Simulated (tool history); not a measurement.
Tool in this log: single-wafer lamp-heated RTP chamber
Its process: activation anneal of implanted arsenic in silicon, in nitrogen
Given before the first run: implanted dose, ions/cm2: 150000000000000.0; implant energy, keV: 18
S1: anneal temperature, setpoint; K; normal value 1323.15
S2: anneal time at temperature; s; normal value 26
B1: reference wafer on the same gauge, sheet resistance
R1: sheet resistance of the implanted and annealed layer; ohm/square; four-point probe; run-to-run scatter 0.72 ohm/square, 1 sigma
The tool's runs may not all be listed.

run,hour,S1,S2,B1,R1
1,0,1323.15,26,482.88,475.03
2,28.9,1323.15,26,483,476.66
3,63.2,1323.15,26,482.99,474.94
# hour 123.5: pyrometer window cleaned and pyrometer calibrated
4,129.9,1323.15,21,482.83,478.93
5,171.1,1323.15,21,483,480.34
6,225.4,1323.15,26,482.81,478.1
7,282.5,1323.15,26,483.11,478.27
8,321.9,1323.15,26,483.03,477.93
9,392.2,1323.15,26,482.85,476.35
10,439.5,1299.15,26,482.92,480.51
11,483.4,1299.15,26,483.26,481.02
12,542.3,1343.15,26,483.13,469.48
13,589.2,1343.15,26,482.84,470.09
# hour 648.2: reflector plate cleaned
14,648.7,1323.15,26,482.88,474.21
15,691.5,1323.15,26,482.9,475.02
16,724.2,1323.15,26,483.08,474.64
17,753.3,1323.15,26,482.88,474.73
18,809.1,1323.15,26,483.14,472.97
# hour 823.4: pyrometer window cleaned and pyrometer calibrated
19,867.9,1293.15,21,483.12,483.93
20,928,1323.15,26,483.01,476.65
# hour 948.9: gauge calibrated
21,982.7,1353.15,26,483.04,468.61
22,1024.6,1323.15,18,482.98,479.84
23,1075.4,1337.15,26,483.19,473.15
24,1131,1304.15,21,483.09,482.03
25,1177.5,1323.15,26,482.83,476.05
26,1225.3,1323.15,26,482.92,476.34
27,1275.8,1336.15,38,482.83,467.01
# hour 1346.2: reflector plate cleaned
28,1346.7,1323.15,26,482.91,475.31
29,1383.1,1350.15,21,482.93,468.81
30,1437.9,1309.15,39,483.18,473.76
# hour 1483.7: pyrometer window cleaned and pyrometer calibrated
31,1580.3,1334.15,37,483.23,469.37
32,1643.9,1341.15,30,483.11,470.31
33,1709.1,1315.15,36,482.95,475.92
34,1746.2,1296.15,15,482.73,486.1
35,1800.3,1312.15,16,483.05,484.99

Below, some changes in R1 between adjacent runs. For each, the amount present without the hidden state too (settings, incoming material, random variation) and the amount remaining for the hidden state with gauge scatter not shared by both compared results:
What the log doesn't record here: true wafer temperature minus pyrometer reading, K; wafer temperature error from the tarnished reflector plate, K; gauge reads high (%).
Run 3 -> 4: S2 26 -> 21, pyrometer window cleaned and pyrometer calibrated. R1 +3.99 ohm/square: hidden state +1.76, all else +2.23.
Run 11 -> 12: S1 1299.15 -> 1343.15. R1 -11.54 ohm/square: hidden state -1.19, all else -10.35.
Run 18 -> 19: S1 1323.15 -> 1293.15, S2 26 -> 21, pyrometer window cleaned and pyrometer calibrated. R1 +10.96 ohm/square: hidden state +3.75, all else +7.21.
Run 21 -> 22: S1 1353.15 -> 1323.15, S2 26 -> 18. R1 +11.23 ohm/square: hidden state +0.22, all else +11.01.
Run 30 -> 31: S1 1309.15 -> 1334.15, S2 39 -> 37, pyrometer window cleaned and pyrometer calibrated. R1 -4.39 ohm/square: hidden state +2.97, all else -7.36.

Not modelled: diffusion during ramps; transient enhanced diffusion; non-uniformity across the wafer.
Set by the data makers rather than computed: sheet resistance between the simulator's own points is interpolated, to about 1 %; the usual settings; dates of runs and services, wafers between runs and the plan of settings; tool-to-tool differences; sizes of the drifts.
